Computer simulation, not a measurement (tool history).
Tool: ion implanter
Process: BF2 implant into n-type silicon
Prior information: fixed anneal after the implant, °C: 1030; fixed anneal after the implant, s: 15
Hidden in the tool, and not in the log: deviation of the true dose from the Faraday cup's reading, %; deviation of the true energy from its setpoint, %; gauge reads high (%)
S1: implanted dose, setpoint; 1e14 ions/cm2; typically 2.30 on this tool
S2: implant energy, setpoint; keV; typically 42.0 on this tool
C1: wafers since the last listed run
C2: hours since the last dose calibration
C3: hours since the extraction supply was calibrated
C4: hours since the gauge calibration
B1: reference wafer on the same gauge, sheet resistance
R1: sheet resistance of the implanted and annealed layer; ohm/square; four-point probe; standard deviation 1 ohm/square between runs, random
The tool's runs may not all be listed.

{"run": 1, "hour": 0.0, "S1": 2.3, "S2": 42.0, "C1": 0, "C2": 1974.7, "C3": 4240.8, "C4": 43.6, "B1": 527.09, "R1": 479.95}
{"run": 2, "hour": 19.9, "S1": 2.3, "S2": 42.0, "C1": 383, "C2": 1994.6, "C3": 4260.7, "C4": 63.5, "B1": 526.99, "R1": 479.19}
{"run": 3, "hour": 33.0, "S1": 2.3, "S2": 42.0, "C1": 252, "C2": 2007.7, "C3": 4273.8, "C4": 76.6, "B1": 527.56, "R1": 479.26}
{"run": 4, "hour": 53.1, "S1": 2.3, "S2": 42.0, "C1": 387, "C2": 2027.8, "C3": 4293.9, "C4": 96.7, "B1": 526.54, "R1": 479.13}
{"run": 5, "hour": 75.7, "S1": 2.3, "S2": 42.0, "C1": 435, "C2": 2050.4, "C3": 4316.5, "C4": 119.3, "B1": 526.72, "R1": 481.84}
{"run": 6, "hour": 97.3, "S1": 2.3, "S2": 51.0, "C1": 416, "C2": 2072.0, "C3": 4338.1, "C4": 140.9, "B1": 526.92, "R1": 469.64}
{"run": 7, "hour": 123.2, "S1": 2.3, "S2": 51.0, "C1": 499, "C2": 2097.9, "C3": 4364.0, "C4": 166.8, "B1": 527.3, "R1": 468.02}
{"run": 8, "hour": 139.8, "S1": 2.3, "S2": 42.0, "C1": 319, "C2": 2114.5, "C3": 4380.6, "C4": 183.4, "B1": 526.71, "R1": 480.23}
{"run": 9, "hour": 153.8, "S1": 2.3, "S2": 42.0, "C1": 269, "C2": 2128.5, "C3": 4394.6, "C4": 197.4, "B1": 526.37, "R1": 480.27}
{"run": 10, "hour": 182.7, "S1": 2.3, "S2": 42.0, "C1": 556, "C2": 2157.4, "C3": 4423.5, "C4": 226.3, "B1": 526.52, "R1": 479.72}
{"hour": 200.7, "done": "Faraday cup replaced and dose calibrated"}
{"run": 11, "hour": 211.8, "S1": 2.3, "S2": 42.0, "C1": 406, "C2": 11.1, "C3": 4452.6, "C4": 255.4, "B1": 526.61, "R1": 501.31}
{"run": 12, "hour": 241.0, "S1": 2.3, "S2": 42.0, "C1": 562, "C2": 40.3, "C3": 4481.8, "C4": 284.6, "B1": 526.79, "R1": 502.1}
{"run": 13, "hour": 274.1, "S1": 2.3, "S2": 52.5, "C1": 637, "C2": 73.4, "C3": 4514.9, "C4": 317.7, "B1": 527.46, "R1": 485.54}
{"hour": 290.4, "done": "gauge calibrated"}
{"hour": 290.7, "done": "extraction supply calibrated"}
{"run": 14, "hour": 302.2, "S1": 2.3, "S2": 42.0, "C1": 387, "C2": 101.5, "C3": 11.5, "C4": 11.8, "B1": 527.2, "R1": 499.47}
{"run": 15, "hour": 324.7, "S1": 2.09, "S2": 56.5, "C1": 433, "C2": 124.0, "C3": 34.0, "C4": 34.3, "B1": 527.26, "R1": 517.49}
{"run": 16, "hour": 343.4, "S1": 2.3, "S2": 42.0, "C1": 360, "C2": 142.7, "C3": 52.7, "C4": 53.0, "B1": 527.41, "R1": 497.56}
{"run": 17, "hour": 358.7, "S1": 2.08, "S2": 31.5, "C1": 294, "C2": 158.0, "C3": 68.0, "C4": 68.3, "B1": 526.64, "R1": 558.85}
{"run": 18, "hour": 385.2, "S1": 1.68, "S2": 54.5, "C1": 510, "C2": 184.5, "C3": 94.5, "C4": 94.8, "B1": 526.43, "R1": 621.13}
{"run": 19, "hour": 403.6, "S1": 2.75, "S2": 35.5, "C1": 354, "C2": 202.9, "C3": 112.9, "C4": 113.2, "B1": 526.65, "R1": 434.82}
{"run": 20, "hour": 417.9, "S1": 1.69, "S2": 42.0, "C1": 275, "C2": 217.2, "C3": 127.2, "C4": 127.5, "B1": 527.04, "R1": 637.97}
{"run": 21, "hour": 439.6, "S1": 2.49, "S2": 32.0, "C1": 418, "C2": 238.9, "C3": 148.9, "C4": 149.2, "B1": 526.98, "R1": 477.93}
{"run": 22, "hour": 458.8, "S1": 1.92, "S2": 42.0, "C1": 370, "C2": 258.1, "C3": 168.1, "C4": 168.4, "B1": 526.99, "R1": 574.97}
{"run": 23, "hour": 471.7, "S1": 2.71, "S2": 29.5, "C1": 248, "C2": 271.0, "C3": 181.0, "C4": 181.3, "B1": 527.42, "R1": 448.31}
{"run": 24, "hour": 503.3, "S1": 2.98, "S2": 46.0, "C1": 608, "C2": 302.6, "C3": 212.6, "C4": 212.9, "B1": 527.33, "R1": 394.78}
{"run": 25, "hour": 523.4, "S1": 1.89, "S2": 35.0, "C1": 387, "C2": 322.7, "C3": 232.7, "C4": 233.0, "B1": 526.43, "R1": 593.31}
{"run": 26, "hour": 552.6, "S1": 2.48, "S2": 48.5, "C1": 562, "C2": 351.9, "C3": 261.9, "C4": 262.2, "B1": 526.5, "R1": 454.44}

4 options for the next run, each taken on its own from the tool as it stands now. Forecast them:
{"run": "A", "hour": 553.0, "S1": 2.3, "S2": 42.0, "C1": 7, "C2": 352.3, "C3": 262.3, "C4": 262.6, "B1": "?", "R1": "?"}
{"run": "B", "hour": 553.0, "S1": 1.94, "S2": 31.5, "C1": 7, "C2": 352.3, "C3": 262.3, "C4": 262.6, "B1": "?", "R1": "?"}
{"run": "C", "hour": 553.0, "S1": 2.67, "S2": 30.5, "C1": 7, "C2": 352.3, "C3": 262.3, "C4": 262.6, "B1": "?", "R1": "?"}
{"run": "D", "hour": 553.0, "S1": 1.7, "S2": 29.5, "C1": 7, "C2": 352.3, "C3": 262.3, "C4": 262.6, "B1": "?", "R1": "?"}

run=A B1=526.94 R1=493.69
run=B B1=526.94 R1=587.16
run=C B1=526.94 R1=451.31
run=D B1=526.94 R1=659.75
The same runs, with their run-to-run variation unchanged, on a tool lacking any hidden condition would have given:
run=A R1=500.01
run=B R1=594.68
run=C R1=457.22
run=D R1=668.18
